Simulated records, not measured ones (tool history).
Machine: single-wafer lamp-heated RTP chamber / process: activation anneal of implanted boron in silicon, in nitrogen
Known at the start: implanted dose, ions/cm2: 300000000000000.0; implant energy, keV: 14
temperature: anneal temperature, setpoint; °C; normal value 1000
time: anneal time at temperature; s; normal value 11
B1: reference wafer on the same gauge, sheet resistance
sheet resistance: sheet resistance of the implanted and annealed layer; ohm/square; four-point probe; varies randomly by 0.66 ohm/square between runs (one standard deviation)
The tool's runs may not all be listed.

run 1 hour=0.0 | temperature=1000 time=10 | B1=315.71 | sheet_resistance=321.01
run 2 hour=100.8 | temperature=1000 time=10 | B1=315.97 | sheet_resistance=321.93
run 3 hour=198.1 | temperature=991 time=16 | B1=316.01 | sheet_resistance=323.19
run 4 hour=385.2 | temperature=1000 time=11 | B1=316.04 | sheet_resistance=319.89
-- hour=484.6 reflector plate cleaned
run 5 hour=485.9 | temperature=1000 time=11 | B1=315.98 | sheet_resistance=321.57
run 6 hour=574.3 | temperature=1000 time=11 | B1=316.22 | sheet_resistance=321.91
-- hour=754.4 pyrometer window cleaned and pyrometer calibrated
run 7 hour=806.3 | temperature=1000 time=11 | B1=316.00 | sheet_resistance=321.72
run 8 hour=895.2 | temperature=1000 time=11 | B1=316.15 | sheet_resistance=322.13
-- hour=1084.6 gauge calibrated
run 9 hour=1165.0 | temperature=1000 time=11 | B1=315.98 | sheet_resistance=320.32
run 10 hour=1233.5 | temperature=1000 time=11 | B1=316.20 | sheet_resistance=320.99
run 11 hour=1323.3 | temperature=1000 time=11 | B1=316.08 | sheet_resistance=320.28
run 12 hour=1411.0 | temperature=1000 time=11 | B1=315.96 | sheet_resistance=319.13
run 13 hour=1504.5 | temperature=1000 time=11 | B1=316.13 | sheet_resistance=319.38
-- hour=1596.3 reflector plate cleaned
run 14 hour=1606.3 | temperature=991 time=11 | B1=316.06 | sheet_resistance=324.90
run 15 hour=1702.3 | temperature=973 time=11 | B1=315.76 | sheet_resistance=342.04
-- hour=1725.2 pyrometer window cleaned and pyrometer calibrated
run 16 hour=1741.3 | temperature=990 time=6 | B1=316.03 | sheet_resistance=328.86
run 17 hour=1832.3 | temperature=1000 time=11 | B1=316.14 | sheet_resistance=321.62
run 18 hour=1897.8 | temperature=1000 time=11 | B1=315.97 | sheet_resistance=320.35
run 19 hour=1984.4 | temperature=1030 time=17 | B1=315.87 | sheet_resistance=315.18
run 20 hour=2044.0 | temperature=1000 time=11 | B1=316.12 | sheet_resistance=320.14
run 21 hour=2117.0 | temperature=1000 time=15 | B1=316.01 | sheet_resistance=319.66
run 22 hour=2220.0 | temperature=1022 time=11 | B1=316.03 | sheet_resistance=316.96
run 23 hour=2353.8 | temperature=1021 time=15 | B1=315.76 | sheet_resistance=316.38
run 24 hour=2393.2 | temperature=1000 time=11 | B1=315.97 | sheet_resistance=320.00
run 25 hour=2485.0 | temperature=1000 time=11 | B1=315.96 | sheet_resistance=318.46
run 26 hour=2563.7 | temperature=1012 time=6 | B1=315.94 | sheet_resistance=318.31
-- hour=2588.9 reflector plate cleaned
-- hour=2601.8 pyrometer window cleaned and pyrometer calibrated
run 27 hour=2621.3 | temperature=1000 time=14 | B1=315.95 | sheet_resistance=320.13
run 28 hour=2806.4 | temperature=1027 time=9 | B1=315.86 | sheet_resistance=317.57
run 29 hour=2898.9 | temperature=1022 time=13 | B1=316.07 | sheet_resistance=316.64
run 30 hour=2998.6 | temperature=1010 time=6 | B1=316.02 | sheet_resistance=319.60
run 31 hour=3049.0 | temperature=1018 time=11 | B1=316.03 | sheet_resistance=317.80
run 32 hour=3147.0 | temperature=986 time=8 | B1=315.92 | sheet_resistance=327.99
run 33 hour=3234.7 | temperature=1000 time=5 | B1=316.17 | sheet_resistance=323.06
-- hour=3348.3 pyrometer window cleaned and pyrometer calibrated
run 34 hour=3348.8 | temperature=1000 time=10 | B1=316.07 | sheet_resistance=320.06
-- hour=3436.5 reflector plate cleaned
run 35 hour=3485.4 | temperature=983 time=7 | B1=315.85 | sheet_resistance=333.10
run 36 hour=3524.9 | temperature=1029 time=17 | B1=316.00 | sheet_resistance=315.31
run 37 hour=3575.8 | temperature=975 time=15 | B1=316.04 | sheet_resistance=335.27

Below, some changes in sheet resistance between adjacent runs. For each, the amount present without the hidden state too (settings, incoming material, random variation) and the amount remaining for the hidden state with gauge scatter not shared by both compared results:
The tool's hidden condition here consists of: true wafer temperature minus pyrometer reading, K; wafer temperature error from the tarnished reflector plate, K; gauge reads high (%).
Run 4 -> 5: reflector plate cleaned. sheet resistance +1.68 ohm/square: hidden state +2.19, all else -0.51.
Run 13 -> 14: temperature 1000 -> 991, reflector plate cleaned. sheet resistance +5.52 ohm/square: hidden state +1.76, all else +3.76.
Run 14 -> 15: temperature 991 -> 973. sheet resistance +17.14 ohm/square: hidden state -1.32, all else +18.46.
Run 31 -> 32: temperature 1018 -> 986, time 11 -> 8. sheet resistance +10.19 ohm/square: hidden state -2.06, all else +12.25.
Run 35 -> 36: temperature 983 -> 1029, time 7 -> 17. sheet resistance -17.79 ohm/square: hidden state +1.31, all else -19.10.
Run 36 -> 37: temperature 1029 -> 975, time 17 -> 15. sheet resistance +19.96 ohm/square: hidden state -1.73, all else +21.69.
